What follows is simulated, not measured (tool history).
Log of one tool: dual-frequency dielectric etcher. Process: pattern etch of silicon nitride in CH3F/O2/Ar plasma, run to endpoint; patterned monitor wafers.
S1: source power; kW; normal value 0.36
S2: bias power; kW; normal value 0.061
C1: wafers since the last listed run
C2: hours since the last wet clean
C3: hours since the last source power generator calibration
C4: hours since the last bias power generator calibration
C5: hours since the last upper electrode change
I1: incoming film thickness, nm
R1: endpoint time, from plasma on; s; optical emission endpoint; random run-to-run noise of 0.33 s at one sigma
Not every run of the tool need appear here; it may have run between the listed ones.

run,hour,S1,S2,C1,C2,C3,C4,C5,I1,R1
1,0,0.36,0.061,0,238,2087.1,1526,2536.2,35.41,58.4
2,20.5,0.36,0.061,231,258.5,2107.6,1546.5,2556.7,35.09,58.7
3,54.9,0.36,0.061,387,292.9,2142,1580.9,2591.1,34.9,58
4,75.9,0.36,0.061,236,313.9,2163,1601.9,2612.1,35.19,58.2
5,93.9,0.36,0.061,202,331.9,2181,1619.9,2630.1,35.22,58.4
6,127.3,0.36,0.061,376,365.3,2214.4,1653.3,2663.5,34.79,57.7
7,159.5,0.36,0.061,362,397.5,2246.6,1685.5,2695.7,35.01,57.8
8,187.6,0.36,0.061,316,425.6,2274.7,1713.6,2723.8,35.09,58.4
9,225.9,0.36,0.061,431,463.9,2313,1751.9,2762.1,35,58.4
10,242.5,0.36,0.061,187,480.5,2329.6,1768.5,2778.7,35.07,58.9
11,270.8,0.36,0.061,318,508.8,2357.9,1796.8,2807,35.44,59.1
12,304.8,0.36,0.061,383,542.8,2391.9,1830.8,2841,35.1,58.7
13,339.4,0.36,0.061,389,577.4,2426.5,1865.4,2875.6,35.06,58.8
14,370.1,0.33,0.061,345,608.1,2457.2,1896.1,2906.3,35.08,60.9
# hour 406.4: wet clean of the chamber
15,434.2,0.36,0.061,451,27.8,2521.3,1960.2,2970.4,35.12,57.8
16,466.6,0.43,0.068,365,60.2,2553.7,1992.6,3002.8,34.87,51.8
17,497.7,0.36,0.061,350,91.3,2584.8,2023.7,3033.9,34.87,57.6
18,513.1,0.44,0.047,173,106.7,2600.2,2039.1,3049.3,34.99,56.8
# hour 535.8: bias power generator calibrated
# hour 559.2: upper electrode replaced
19,559.7,0.36,0.061,216,153.3,2646.8,23.9,0.5,35.07,58.1
20,577.5,0.44,0.061,200,171.1,2664.6,41.7,18.3,35.05,53.5
21,598,0.36,0.061,231,191.6,2685.1,62.2,38.8,35.11,58.2
# hour 608.7: source power generator calibrated
22,617.6,0.44,0.051,175,211.2,8.9,81.8,58.4,34.97,56
23,640.2,0.44,0.056,254,233.8,31.5,104.4,81,34.97,54.9
24,657.3,0.36,0.061,192,250.9,48.6,121.5,98.1,35.3,58.2
25,682,0.39,0.051,278,275.6,73.3,146.2,122.8,35.23,59.3
26,701.2,0.38,0.052,216,294.8,92.5,165.4,142,35.07,59.5
27,729.7,0.39,0.07,321,323.3,121,193.9,170.5,35.32,55
28,756.1,0.36,0.055,297,349.7,147.4,220.3,196.9,35.16,60.5
29,772.2,0.31,0.053,181,365.8,163.5,236.4,213,35.46,65.5

Hidden state, per run?
source power that arrives over what is set, %: 0 on each run
bias power that arrives over what is set, %: 0 on each run
H1: etch rate over this chamber's usual, %
run,H1
1,-0.882
2,-0.971
3,-1.12
4,-1.21
5,-1.29
6,-1.43
7,-1.57
8,-1.7
9,-1.86
10,-1.93
11,-2.06
12,-2.2
13,-2.35
14,-2.49
15,-0.389
16,-0.53
17,-0.664
18,-0.731
19,-0.933
20,-1.01
21,-1.1
22,-1.18
23,-1.28
24,-1.36
25,-1.46
26,-1.55
27,-1.67
28,-1.79
29,-1.86
